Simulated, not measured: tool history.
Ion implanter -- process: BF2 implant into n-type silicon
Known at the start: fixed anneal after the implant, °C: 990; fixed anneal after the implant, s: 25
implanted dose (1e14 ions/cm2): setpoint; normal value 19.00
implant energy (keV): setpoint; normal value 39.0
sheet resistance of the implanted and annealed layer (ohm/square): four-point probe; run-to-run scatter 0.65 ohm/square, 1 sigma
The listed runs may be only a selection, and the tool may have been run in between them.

run	hour	implanted dose (1e14 ions/cm2)	implant energy (keV)	wafers since the last listed run	hours since the last dose calibration	hours since the extraction supply was calibrated	hours since the gauge calibration	read-back reference wafer on the same gauge, sheet resistance	sheet resistance of the implanted and annealed layer (ohm/square)
1	0.0	19.00	39.0	0	1108.8	3138.0	688.5	138.30	118.32
2	26.2	19.00	39.0	604	1135.0	3164.2	714.7	138.15	119.27
# hour 78.2: gauge calibrated
3	94.5	19.00	30.5	1576	1203.3	3232.5	16.3	138.08	136.42
4	132.1	19.00	30.5	867	1240.9	3270.1	53.9	138.07	135.73
5	200.2	16.23	35.5	1571	1309.0	3338.2	122.0	138.27	128.04
6	264.7	19.00	29.0	1488	1373.5	3402.7	186.5	137.80	140.48
7	297.4	19.00	29.0	754	1406.2	3435.4	219.2	138.01	138.50
8	337.2	16.51	47.5	918	1446.0	3475.2	259.0	138.13	109.83
9	391.1	19.00	39.0	1244	1499.9	3529.1	312.9	137.98	120.77
10	581.9	19.00	39.0	4403	1690.7	3719.9	503.7	138.07	120.18
11	634.0	21.98	31.5	1202	1742.8	3772.0	555.8	137.95	130.96
12	730.0	19.00	39.0	2215	1838.8	3868.0	651.8	137.95	119.69
13	801.7	17.04	49.5	1654	1910.5	3939.7	723.5	138.22	106.23
# hour 862.9: Faraday cup replaced and dose calibrated
14	863.4	15.21	42.5	1239	0.5	4001.4	785.2	138.01	117.11
# hour 905.6: extraction supply calibrated
# hour 908.1: gauge calibrated
15	909.0	19.00	39.0	867	46.1	3.4	0.9	138.07	119.44
16	967.2	16.20	50.5	1343	104.3	61.6	59.1	137.98	105.95
17	1012.0	22.51	28.5	1034	149.1	106.4	103.9	138.12	139.00
18	1040.7	16.30	50.5	662	177.8	135.1	132.6	137.93	105.89
19	1093.0	19.00	39.0	1207	230.1	187.4	184.9	137.94	118.86
20	1139.0	19.00	51.5	1061	276.1	233.4	230.9	137.95	103.13

Branching from run 20: 3 alternative next runs. What would each branch give?
A	1139.4	19.00	35.5	9	276.5	233.8	231.3	?	?
B	1139.4	19.00	47.0	9	276.5	233.8	231.3	?	?
C	1139.4	15.52	39.0	9	276.5	233.8	231.3	?	?

run	read-back reference wafer on the same gauge, sheet resistance	sheet resistance of the implanted and annealed layer (ohm/square)
A	138.13	124.77
B	138.13	107.33
C	138.13	122.22
Without the tool's hidden state the same runs would have given:
run	sheet resistance of the implanted and annealed layer (ohm/square)
A	124.77
B	107.33
C	122.22

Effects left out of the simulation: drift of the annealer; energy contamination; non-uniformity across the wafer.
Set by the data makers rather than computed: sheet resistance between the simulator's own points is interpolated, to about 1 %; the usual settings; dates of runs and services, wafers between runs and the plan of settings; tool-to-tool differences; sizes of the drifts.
